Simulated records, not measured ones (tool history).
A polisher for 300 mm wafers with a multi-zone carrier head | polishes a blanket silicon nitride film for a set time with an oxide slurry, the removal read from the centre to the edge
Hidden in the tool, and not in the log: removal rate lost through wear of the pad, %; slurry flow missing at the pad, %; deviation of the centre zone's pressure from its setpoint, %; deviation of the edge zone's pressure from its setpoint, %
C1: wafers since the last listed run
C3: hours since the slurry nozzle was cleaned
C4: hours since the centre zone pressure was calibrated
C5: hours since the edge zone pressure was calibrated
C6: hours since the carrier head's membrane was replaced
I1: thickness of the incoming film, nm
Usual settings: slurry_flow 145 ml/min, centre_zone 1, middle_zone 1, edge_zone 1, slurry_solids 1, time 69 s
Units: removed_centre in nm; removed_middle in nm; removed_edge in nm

{"run": 1, "hour": 0.0, "slurry_flow": 145, "centre_zone": 0.92, "middle_zone": 1, "edge_zone": 1, "slurry_solids": 0.7, "time": 54, "C1": 0, "wafers polished on this pad": 3128, "C3": 231.3, "C4": 85.6, "C5": 115.2, "C6": 33.4, "I1": 295.8, "removed_centre": 26.3, "removed_middle": 27.8, "removed_edge": 28.7}
{"run": 2, "hour": 103.8, "slurry_flow": 145, "centre_zone": 1, "middle_zone": 0.93, "edge_zone": 1, "slurry_solids": 1, "time": 69, "C1": 657, "wafers polished on this pad": 3786, "C3": 335.1, "C4": 189.4, "C5": 219, "C6": 137.2, "I1": 304.9, "removed_centre": 41.8, "removed_middle": 38.2, "removed_edge": 42}
{"hour": 144.7, "done": "worn pad replaced by a new one"}
{"run": 3, "hour": 211.7, "slurry_flow": 145, "centre_zone": 1, "middle_zone": 1, "edge_zone": 1, "slurry_solids": 1, "time": 69, "C1": 658, "wafers polished on this pad": 424, "C3": 443, "C4": 297.3, "C5": 326.9, "C6": 245.1, "I1": 293.6, "removed_centre": 43.8, "removed_middle": 42.5, "removed_edge": 43.2}
{"run": 4, "hour": 312.8, "slurry_flow": 145, "centre_zone": 1, "middle_zone": 1, "edge_zone": 1, "slurry_solids": 1.25, "time": 59, "C1": 640, "wafers polished on this pad": 1065, "C3": 544.1, "C4": 398.4, "C5": 428, "C6": 346.2, "I1": 300.1, "removed_centre": 39.6, "removed_middle": 39.3, "removed_edge": 40}
{"run": 5, "hour": 403.0, "slurry_flow": 145, "centre_zone": 0.93, "middle_zone": 1, "edge_zone": 1, "slurry_solids": 0.7, "time": 80, "C1": 571, "wafers polished on this pad": 1637, "C3": 634.3, "C4": 488.6, "C5": 518.2, "C6": 436.4, "I1": 299.8, "removed_centre": 40.4, "removed_middle": 42.2, "removed_edge": 43.6}
{"run": 6, "hour": 501.9, "slurry_flow": 145, "centre_zone": 1, "middle_zone": 0.94, "edge_zone": 1, "slurry_solids": 1, "time": 69, "C1": 626, "wafers polished on this pad": 2264, "C3": 733.2, "C4": 587.5, "C5": 617.1, "C6": 535.3, "I1": 298.2, "removed_centre": 42.5, "removed_middle": 39.5, "removed_edge": 43.1}
{"run": 7, "hour": 551.5, "slurry_flow": 170, "centre_zone": 1, "middle_zone": 1, "edge_zone": 1, "slurry_solids": 0.75, "time": 69, "C1": 314, "wafers polished on this pad": 2578, "C3": 782.8, "C4": 637.1, "C5": 666.7, "C6": 584.9, "I1": 297.5, "removed_centre": 39, "removed_middle": 38.3, "removed_edge": 39.5}
{"hour": 553.2, "done": "slurry nozzle cleaned"}
{"run": 8, "hour": 588.6, "slurry_flow": 145, "centre_zone": 1, "middle_zone": 1.09, "edge_zone": 1.04, "slurry_solids": 1, "time": 69, "C1": 228, "wafers polished on this pad": 2807, "C3": 35.4, "C4": 674.2, "C5": 703.8, "C6": 622, "I1": 296.8, "removed_centre": 41.8, "removed_middle": 45.7, "removed_edge": 42.5}
{"hour": 593.0, "done": "centre zone pressure recalibrated"}
{"hour": 593.7, "done": "edge zone pressure recalibrated"}
{"run": 9, "hour": 690.9, "slurry_flow": 145, "centre_zone": 1, "middle_zone": 1, "edge_zone": 1, "slurry_solids": 0.7, "time": 69, "C1": 631, "wafers polished on this pad": 3438, "C3": 137.7, "C4": 97.9, "C5": 97.2, "C6": 724.3, "I1": 296.8, "removed_centre": 36.7, "removed_middle": 36.1, "removed_edge": 36.7}
{"hour": 716.6, "done": "worn pad replaced by a new one"}
{"hour": 739.6, "done": "carrier head's membrane replaced by a new one"}
{"run": 10, "hour": 758.9, "slurry_flow": 145, "centre_zone": 1, "middle_zone": 1, "edge_zone": 1, "slurry_solids": 1, "time": 69, "C1": 373, "wafers polished on this pad": 236, "C3": 205.7, "C4": 165.9, "C5": 165.2, "C6": 19.3, "I1": 299.6, "removed_centre": 42.6, "removed_middle": 42.3, "removed_edge": 43.5}

Forecast run 11:
{"run": 11, "hour": 798.4, "slurry_flow": 145, "centre_zone": 1, "middle_zone": 1, "edge_zone": 1, "slurry_solids": 1, "time": 69, "C1": 250, "wafers polished on this pad": 486, "C3": 245.2, "C4": 205.4, "C5": 204.7, "C6": 58.8, "I1": 305.3, "removed_centre": "?", "removed_middle": "?", "removed_edge": "?"}

Run 11 gave removed_centre 42.8 nm, removed_middle 42.3 nm, removed_edge 44.2 nm.
Without the tool's hidden state the same run would have given removed_centre 43.8 nm, removed_middle 43.2 nm, removed_edge 45.3 nm.
